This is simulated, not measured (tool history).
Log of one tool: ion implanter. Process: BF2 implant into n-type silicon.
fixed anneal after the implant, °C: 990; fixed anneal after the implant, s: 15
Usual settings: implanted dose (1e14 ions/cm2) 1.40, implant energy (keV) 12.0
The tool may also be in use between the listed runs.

run	hour	implanted dose (1e14 ions/cm2)	implant energy (keV)	wafers since the last listed run	hours since the last dose calibration	hours since the extraction supply was calibrated	hours since the gauge calibration	read-back reference wafer on the same gauge, sheet resistance	sheet resistance of the implanted and annealed layer (ohm/square)
1	0.0	1.40	12.0	0	62.9	3193.6	1090.9	813.71	793.58
2	97.0	1.40	12.0	3634	159.9	3290.6	1187.9	812.81	794.60
3	169.6	1.40	12.0	2720	232.5	3363.2	1260.5	812.99	792.51
4	245.1	1.40	12.0	2828	308.0	3438.7	1336.0	812.95	793.75
5	306.6	1.40	12.0	2304	369.5	3500.2	1397.5	812.86	794.60
6	388.9	1.07	14.0	3083	451.8	3582.5	1479.8	812.87	991.85
7	439.2	1.51	10.0	1884	502.1	3632.8	1530.1	812.74	764.50
8	512.9	1.60	12.0	2761	575.8	3706.5	1603.8	812.18	708.01
9	598.9	1.40	12.0	3222	661.8	3792.5	1689.8	812.66	797.94
10	684.1	1.40	12.0	3192	747.0	3877.7	1775.0	813.12	799.39
# hour 738.0: Faraday cup replaced and dose calibrated
11	771.6	1.49	12.0	2978	33.6	3965.2	1862.5	813.00	748.66
12	847.6	1.49	12.0	2847	109.6	4041.2	1938.5	813.37	749.06
13	935.1	1.40	12.0	3278	197.1	4128.7	2026.0	812.74	791.05
14	1021.9	1.77	16.0	3252	283.9	4215.5	2112.8	812.52	619.91
15	1060.3	1.15	9.0	1438	322.3	4253.9	2151.2	813.17	966.52
16	1118.0	1.40	12.0	2161	380.0	4311.6	2208.9	812.78	792.73
# hour 1161.6: gauge calibrated
# hour 1251.8: extraction supply calibrated
17	1336.0	1.76	15.5	7868	598.0	84.2	174.4	812.95	628.91
18	1395.6	1.40	12.0	2233	657.6	143.8	234.0	813.29	796.88
# hour 1491.3: Faraday cup replaced and dose calibrated
19	1495.9	1.11	13.5	3458	4.6	244.1	334.3	812.98	960.23
20	1578.9	1.74	12.0	3109	87.6	327.1	417.3	812.72	657.82
21	1660.8	1.40	12.0	3068	169.5	409.0	499.2	813.29	792.87
22	1749.1	1.51	9.5	3308	257.8	497.3	587.5	813.20	766.60
23	1788.4	1.14	15.5	1472	297.1	536.6	626.8	812.35	924.54
24	1825.5	1.52	10.5	1390	334.2	573.7	663.9	813.57	752.66
25	1869.0	1.72	15.5	1629	377.7	617.2	707.4	813.20	642.95
26	1941.0	1.74	9.0	2697	449.7	689.2	779.4	812.65	692.13

The same runs without the tool's hidden state, with the same run-to-run variation:
The hidden state here: deviation of the true dose from the Faraday cup's reading, %; deviation of the true energy from its setpoint, %; gauge reads high (%).
run	sheet resistance of the implanted and annealed layer (ohm/square)
1	792.71
2	793.43
3	790.95
4	791.63
5	791.89
6	987.37
7	760.57
8	703.25
9	791.03
10	790.79
11	749.30
12	749.57
13	791.22
14	619.58
15	965.66
16	791.44
17	625.49
18	791.59
19	958.78
20	656.76
21	791.27
22	764.69
23	921.72
24	750.14
25	640.33
26	689.03
